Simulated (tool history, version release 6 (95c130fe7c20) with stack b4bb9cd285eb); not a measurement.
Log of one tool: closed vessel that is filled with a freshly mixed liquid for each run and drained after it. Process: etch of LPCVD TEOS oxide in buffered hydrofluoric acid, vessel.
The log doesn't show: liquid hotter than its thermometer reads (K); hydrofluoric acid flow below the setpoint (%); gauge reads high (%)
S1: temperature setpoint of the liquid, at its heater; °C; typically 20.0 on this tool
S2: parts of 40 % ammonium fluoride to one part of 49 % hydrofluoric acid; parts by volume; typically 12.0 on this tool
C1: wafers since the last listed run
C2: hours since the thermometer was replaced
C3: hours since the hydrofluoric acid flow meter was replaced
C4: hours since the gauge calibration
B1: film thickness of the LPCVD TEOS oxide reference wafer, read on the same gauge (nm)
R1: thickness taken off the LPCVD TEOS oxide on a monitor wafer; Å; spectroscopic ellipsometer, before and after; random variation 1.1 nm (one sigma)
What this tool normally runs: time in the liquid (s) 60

Run 1, day 0.000: usual settings but time in the liquid (s) 45; C1 0; C2 999.9; C3 164.7; C4 2545.9; B1 59.99. Result: R1 1039.2 Å.
Run 2, day 10.562: usual settings but time in the liquid (s) 45; C1 28487; C2 1253.4; C3 418.2; C4 2799.4; B1 60.01. Result: R1 1046.8 Å.
Run 3, day 12.908: usual settings but time in the liquid (s) 45; C1 6326; C2 1309.7; C3 474.5; C4 2855.7; B1 60.01. Result: R1 1046.7 Å.
Run 4, day 16.300: usual settings but S1 17.0 °C; C1 9147; C2 1391.1; C3 555.9; C4 2937.1; B1 60.02. Result: R1 1160.5 Å.
Run 5, day 19.350: usual settings; C1 8225; C2 1464.3; C3 629.1; C4 3010.3; B1 60.01. Result: R1 1363.8 Å.
At day 20.367: gauge calibrated.
Run 6, day 22.354: usual settings; C1 8102; C2 1536.4; C3 701.2; C4 47.7; B1 59.98. Result: R1 1373.4 Å.
Run 7, day 24.125: usual settings; C1 4775; C2 1578.9; C3 743.7; C4 90.2; B1 59.99. Result: R1 1380.1 Å.
Run 8, day 26.296: usual settings; C1 5854; C2 1631.0; C3 795.8; C4 142.3; B1 60.00. Result: R1 1343.8 Å.
Run 9, day 28.704: usual settings; C1 6495; C2 1688.8; C3 853.6; C4 200.1; B1 60.03. Result: R1 1359.7 Å.
Run 10, day 32.471: usual settings but S1 24.5 °C, S2 7.5 parts by volume; C1 10158; C2 1779.2; C3 944.0; C4 290.5; B1 60.06. Result: R1 2721.1 Å.
Run 11, day 36.050: usual settings but S2 17.0 parts by volume; C1 9653; C2 1865.1; C3 1029.9; C4 376.4; B1 60.00. Result: R1 966.1 Å.
Run 12, day 39.933: usual settings but S1 21.5 °C, S2 14.5 parts by volume, time in the liquid (s) 85; C1 10473; C2 1958.3; C3 1123.1; C4 469.6; B1 60.01. Result: R1 1709.7 Å.
Run 13, day 42.867: usual settings but S2 16.0 parts by volume; C1 7911; C2 2028.7; C3 1193.5; C4 540.0; B1 60.00. Result: R1 1022.8 Å.
Run 14, day 44.412: usual settings but S1 18.5 °C, S2 9.5 parts by volume; C1 4169; C2 2065.8; C3 1230.6; C4 577.1; B1 60.02. Result: R1 1546.7 Å.
Run 15, day 46.262: usual settings but S1 21.5 °C; C1 4989; C2 2110.2; C3 1275.0; C4 621.5; B1 60.03. Result: R1 1450.6 Å.
Run 16, day 49.004: usual settings; C1 7394; C2 2176.0; C3 1340.8; C4 687.3; B1 59.98. Result: R1 1321.3 Å.
Run 17, day 50.567: usual settings but S1 22.5 °C, S2 17.0 parts by volume; C1 4214; C2 2213.5; C3 1378.3; C4 724.8; B1 60.03. Result: R1 1075.8 Å.
Run 18, day 54.125: usual settings but S1 23.0 °C, S2 7.0 parts by volume; C1 9596; C2 2298.9; C3 1463.7; C4 810.2; B1 59.97. Result: R1 2597.8 Å.
Run 19, day 57.200: usual settings but time in the liquid (s) 75; C1 8293; C2 2372.7; C3 1537.5; C4 884.0; B1 60.02. Result: R1 1666.2 Å.
At day 61.779: hydrofluoric acid flow meter replaced.
At day 62.062: thermometer replaced.
Run 20, day 70.679: usual settings but S2 8.5 parts by volume; C1 36129; C2 206.8; C3 213.6; C4 1207.5; B1 59.97. Result: R1 1867.0 Å.
Run 21, day 72.983: usual settings but S1 17.0 °C, time in the liquid (s) 45; C1 6214; C2 262.1; C3 268.9; C4 1262.8; B1 60.02. Result: R1 877.4 Å.
Run 22, day 74.662: usual settings; C1 4528; C2 302.4; C3 309.2; C4 1303.1; B1 60.00. Result: R1 1405.2 Å.
Run 23, day 78.133: usual settings but S1 24.5 °C, S2 16.5 parts by volume, time in the liquid (s) 30; C1 9360; C2 385.7; C3 392.5; C4 1386.4; B1 60.01. Result: R1 643.3 Å.
Run 24, day 79.729: usual settings but S1 22.5 °C, S2 14.0 parts by volume; C1 4304; C2 424.0; C3 430.8; C4 1424.7; B1 60.03. Result: R1 1343.0 Å.
Run 25, day 81.983: usual settings but S1 18.0 °C, S2 7.5 parts by volume; C1 6079; C2 478.1; C3 484.9; C4 1478.8; B1 60.02. Result: R1 1917.3 Å.
Run 26, day 84.675: usual settings but S1 23.0 °C, S2 7.0 parts by volume; C1 7259; C2 542.7; C3 549.5; C4 1543.4; B1 60.01. Result: R1 2741.8 Å.
Run 27, day 86.708: usual settings but S1 24.0 °C, S2 7.5 parts by volume, time in the liquid (s) 90; C1 5483; C2 591.5; C3 598.3; C4 1592.2; B1 59.99. Result: R1 3961.9 Å.
Run 28, day 90.608: usual settings but time in the liquid (s) 75; C1 10518; C2 685.1; C3 691.9; C4 1685.8; B1 59.96. Result: R1 1697.8 Å.
Run 29, day 93.392: usual settings but S2 7.5 parts by volume, time in the liquid (s) 75; C1 7506; C2 751.9; C3 758.7; C4 1752.6; B1 59.98. Result: R1 2643.5 Å.
Run 30, day 95.146: usual settings but S1 22.0 °C; C1 4731; C2 794.0; C3 800.8; C4 1794.7; B1 59.99. Result: R1 1517.1 Å.
Run 31, day 97.125: usual settings but S1 25.0 °C, S2 15.0 parts by volume, time in the liquid (s) 75; C1 5337; C2 841.5; C3 848.3; C4 1842.2; B1 60.01. Result: R1 1782.1 Å.
Run 32, day 98.688: usual settings but S1 21.5 °C, S2 9.5 parts by volume; C1 4214; C2 879.0; C3 885.8; C4 1879.7; B1 59.98. Result: R1 1848.4 Å.
Run 33, day 101.817: usual settings but S1 17.5 °C, time in the liquid (s) 30; C1 8439; C2 954.1; C3 960.9; C4 1954.8; B1 59.98. Result: R1 583.9 Å.
Run 34, day 105.108: usual settings; C1 8877; C2 1033.1; C3 1039.9; C4 2033.8; B1 59.96. Result: R1 1336.6 Å.

3 options for the next run, each taken on its own from the tool as it stands now. Forecast them:
Run A, day 105.138: usual settings but S2 7.0 parts by volume; C1 78; C2 1033.8; C3 1040.6; C4 2034.5; B1 ?. Result: R1 ?.
Run B, day 105.138: usual settings but S1 17.0 °C, S2 14.5 parts by volume; C1 78; C2 1033.8; C3 1040.6; C4 2034.5; B1 ?. Result: R1 ?.
Run C, day 105.138: usual settings but S1 17.5 °C; C1 78; C2 1033.8; C3 1040.6; C4 2034.5; B1 ?. Result: R1 ?.

run     B1      R1
  A  60.03  2248.2
  B  60.03   944.6
  C  60.03  1170.5
Take away the tool's hidden state, keep each run's random variation, and the runs would have read:
run      R1
  A  2371.2
  B   991.6
  C  1228.5

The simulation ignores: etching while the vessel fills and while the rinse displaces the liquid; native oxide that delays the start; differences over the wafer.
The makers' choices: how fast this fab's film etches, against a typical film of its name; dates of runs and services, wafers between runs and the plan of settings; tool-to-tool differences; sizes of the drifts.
